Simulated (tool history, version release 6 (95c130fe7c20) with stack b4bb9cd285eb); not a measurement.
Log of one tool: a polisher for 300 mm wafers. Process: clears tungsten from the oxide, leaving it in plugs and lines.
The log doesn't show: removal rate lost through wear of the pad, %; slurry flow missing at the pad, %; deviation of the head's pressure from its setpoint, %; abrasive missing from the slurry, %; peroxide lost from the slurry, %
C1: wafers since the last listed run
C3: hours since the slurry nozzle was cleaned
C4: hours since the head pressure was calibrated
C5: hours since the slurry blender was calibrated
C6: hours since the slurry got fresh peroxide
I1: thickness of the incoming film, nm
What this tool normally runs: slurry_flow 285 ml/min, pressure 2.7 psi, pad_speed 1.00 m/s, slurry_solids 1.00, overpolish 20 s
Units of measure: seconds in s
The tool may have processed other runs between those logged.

run 1 day=0.000 | slurry_flow=285 pressure=2.0 pad_speed=1.00 slurry_solids=1.00 overpolish=20 | C1=0 wafers_polished_on_this_pad=2287 C3=489.9 C4=572.6 C5=80.2 C6=63.4 | I1=281.4 | seconds=111.5
-- day=0.871 worn pad replaced by a new one
run 2 day=2.533 | slurry_flow=285 pressure=2.0 pad_speed=1.00 slurry_solids=1.00 overpolish=20 | C1=378 wafers_polished_on_this_pad=265 C3=550.7 C4=633.4 C5=141.0 C6=124.2 | I1=282.7 | seconds=116.0
-- day=3.671 head pressure recalibrated
run 3 day=3.867 | slurry_flow=285 pressure=2.3 pad_speed=1.00 slurry_solids=0.80 overpolish=20 | C1=199 wafers_polished_on_this_pad=465 C3=582.7 C4=4.7 C5=173.0 C6=156.2 | I1=282.9 | seconds=114.2
run 4 day=5.875 | slurry_flow=285 pressure=2.7 pad_speed=1.00 slurry_solids=1.20 overpolish=14 | C1=321 wafers_polished_on_this_pad=786 C3=630.9 C4=52.9 C5=221.2 C6=204.4 | I1=276.7 | seconds=84.0
run 5 day=8.125 | slurry_flow=285 pressure=2.0 pad_speed=1.00 slurry_solids=1.00 overpolish=20 | C1=359 wafers_polished_on_this_pad=1146 C3=684.9 C4=106.9 C5=275.2 C6=258.4 | I1=283.9 | seconds=121.0
run 6 day=9.854 | slurry_flow=285 pressure=2.7 pad_speed=1.00 slurry_solids=1.00 overpolish=16 | C1=276 wafers_polished_on_this_pad=1422 C3=726.4 C4=148.4 C5=316.7 C6=299.9 | I1=279.1 | seconds=94.3
-- day=11.112 slurry blender recalibrated
run 7 day=11.871 | slurry_flow=285 pressure=2.7 pad_speed=1.00 slurry_solids=1.15 overpolish=9 | C1=309 wafers_polished_on_this_pad=1731 C3=774.8 C4=196.8 C5=18.2 C6=348.3 | I1=284.0 | seconds=76.6
-- day=12.033 slurry nozzle cleaned
-- day=12.792 slurry tank refilled with fresh slurry and peroxide
run 8 day=14.533 | slurry_flow=355 pressure=2.3 pad_speed=0.66 slurry_solids=0.80 overpolish=20 | C1=412 wafers_polished_on_this_pad=2143 C3=60.0 C4=260.7 C5=82.1 C6=41.8 | I1=281.2 | seconds=129.4
run 9 day=16.575 | slurry_flow=365 pressure=2.7 pad_speed=1.00 slurry_solids=1.00 overpolish=28 | C1=326 wafers_polished_on_this_pad=2470 C3=109.0 C4=309.7 C5=131.1 C6=90.8 | I1=281.2 | seconds=87.1
-- day=18.983 worn pad replaced by a new one
run 10 day=19.400 | slurry_flow=220 pressure=2.1 pad_speed=1.00 slurry_solids=0.70 overpolish=20 | C1=424 wafers_polished_on_this_pad=66 C3=176.8 C4=377.5 C5=198.9 C6=158.6 | I1=280.2 | seconds=134.5
run 11 day=21.912 | slurry_flow=350 pressure=3.0 pad_speed=1.14 slurry_solids=1.15 overpolish=20 | C1=401 wafers_polished_on_this_pad=468 C3=237.1 C4=437.8 C5=259.2 C6=218.9 | I1=284.9 | seconds=72.9
run 12 day=23.121 | slurry_flow=285 pressure=2.4 pad_speed=1.32 slurry_solids=0.85 overpolish=20 | C1=193 wafers_polished_on_this_pad=661 C3=266.1 C4=466.8 C5=288.2 C6=247.9 | I1=276.9 | seconds=88.8
run 13 day=25.883 | slurry_flow=365 pressure=2.7 pad_speed=1.00 slurry_solids=1.00 overpolish=28 | C1=441 wafers_polished_on_this_pad=1102 C3=332.4 C4=533.1 C5=354.5 C6=314.2 | I1=279.3 | seconds=93.2
run 14 day=27.696 | slurry_flow=255 pressure=2.7 pad_speed=1.00 slurry_solids=1.00 overpolish=10 | C1=289 wafers_polished_on_this_pad=1392 C3=375.9 C4=576.6 C5=398.0 C6=357.7 | I1=276.6 | seconds=95.5
run 15 day=28.783 | slurry_flow=285 pressure=2.7 pad_speed=1.00 slurry_solids=1.00 overpolish=20 | C1=173 wafers_polished_on_this_pad=1566 C3=402.0 C4=602.7 C5=424.1 C6=383.8 | I1=277.8 | seconds=96.7
-- day=29.629 slurry blender recalibrated
-- day=30.175 slurry tank refilled with fresh slurry and peroxide
run 16 day=30.779 | slurry_flow=260 pressure=2.7 pad_speed=1.00 slurry_solids=1.00 overpolish=29 | C1=299 wafers_polished_on_this_pad=1865 C3=449.9 C4=650.6 C5=27.6 C6=14.5 | I1=281.2 | seconds=81.3
run 17 day=33.212 | slurry_flow=285 pressure=2.7 pad_speed=1.00 slurry_solids=1.00 overpolish=17 | C1=388 wafers_polished_on_this_pad=2254 C3=508.3 C4=709.0 C5=86.0 C6=72.9 | I1=277.4 | seconds=82.0
-- day=34.096 head pressure recalibrated
-- day=34.312 worn pad replaced by a new one
run 18 day=34.333 | slurry_flow=285 pressure=3.3 pad_speed=1.00 slurry_solids=1.20 overpolish=20 | C1=139 wafers_polished_on_this_pad=3 C3=535.2 C4=5.7 C5=112.9 C6=99.8 | I1=276.7 | seconds=64.9
run 19 day=35.450 | slurry_flow=285 pressure=2.7 pad_speed=0.90 slurry_solids=1.00 overpolish=20 | C1=178 wafers_polished_on_this_pad=181 C3=562.0 C4=32.5 C5=139.7 C6=126.6 | I1=279.5 | seconds=94.2
run 20 day=37.379 | slurry_flow=285 pressure=2.2 pad_speed=1.00 slurry_solids=1.00 overpolish=20 | C1=308 wafers_polished_on_this_pad=490 C3=608.3 C4=78.8 C5=186.0 C6=172.9 | I1=277.8 | seconds=110.0
run 21 day=39.400 | slurry_flow=215 pressure=2.7 pad_speed=1.00 slurry_solids=0.75 overpolish=20 | C1=323 wafers_polished_on_this_pad=813 C3=656.8 C4=127.3 C5=234.5 C6=221.4 | I1=274.8 | seconds=104.5
run 22 day=41.208 | slurry_flow=285 pressure=2.7 pad_speed=1.00 slurry_solids=1.00 overpolish=20 | C1=289 wafers_polished_on_this_pad=1102 C3=700.2 C4=170.7 C5=277.9 C6=264.8 | I1=280.9 | seconds=93.6
run 23 day=42.825 | slurry_flow=210 pressure=2.7 pad_speed=1.00 slurry_solids=0.90 overpolish=15 | C1=258 wafers_polished_on_this_pad=1360 C3=739.0 C4=209.5 C5=316.7 C6=303.6 | I1=282.7 | seconds=98.8
-- day=44.238 slurry nozzle cleaned
run 24 day=44.496 | slurry_flow=285 pressure=2.7 pad_speed=1.32 slurry_solids=0.85 overpolish=20 | C1=260 wafers_polished_on_this_pad=1620 C3=6.2 C4=249.6 C5=356.8 C6=343.7 | I1=284.1 | seconds=85.6
-- day=46.217 slurry blender recalibrated
-- day=47.362 slurry tank refilled with fresh slurry and peroxide
run 25 day=47.433 | slurry_flow=350 pressure=2.7 pad_speed=1.00 slurry_solids=1.00 overpolish=20 | C1=449 wafers_polished_on_this_pad=2070 C3=76.7 C4=320.1 C5=29.2 C6=1.7 | I1=283.7 | seconds=79.3

Subtracting, for every run, the result it would have given without the tool's unlogged condition from the measured result gives the following. The same run-to-run variation enters both numbers; the gauge's scatter may not:
run=1 seconds=+7.8
run=2 seconds=+12.2
run=3 seconds=+13.1
run=4 seconds=+11.7
run=5 seconds=+17.9
run=6 seconds=+14.6
run=7 seconds=+1.9
run=8 seconds=+9.6
run=9 seconds=+9.4
run=10 seconds=+17.0
run=11 seconds=+11.4
run=12 seconds=+13.7
run=13 seconds=+15.7
run=14 seconds=+16.5
run=15 seconds=+16.9
run=16 seconds=+3.6
run=17 seconds=+7.6
run=18 seconds=+7.3
run=19 seconds=+11.8
run=20 seconds=+16.0
run=21 seconds=+15.9
run=22 seconds=+16.1
run=23 seconds=+17.4
run=24 seconds=+15.3
run=25 seconds=+2.3

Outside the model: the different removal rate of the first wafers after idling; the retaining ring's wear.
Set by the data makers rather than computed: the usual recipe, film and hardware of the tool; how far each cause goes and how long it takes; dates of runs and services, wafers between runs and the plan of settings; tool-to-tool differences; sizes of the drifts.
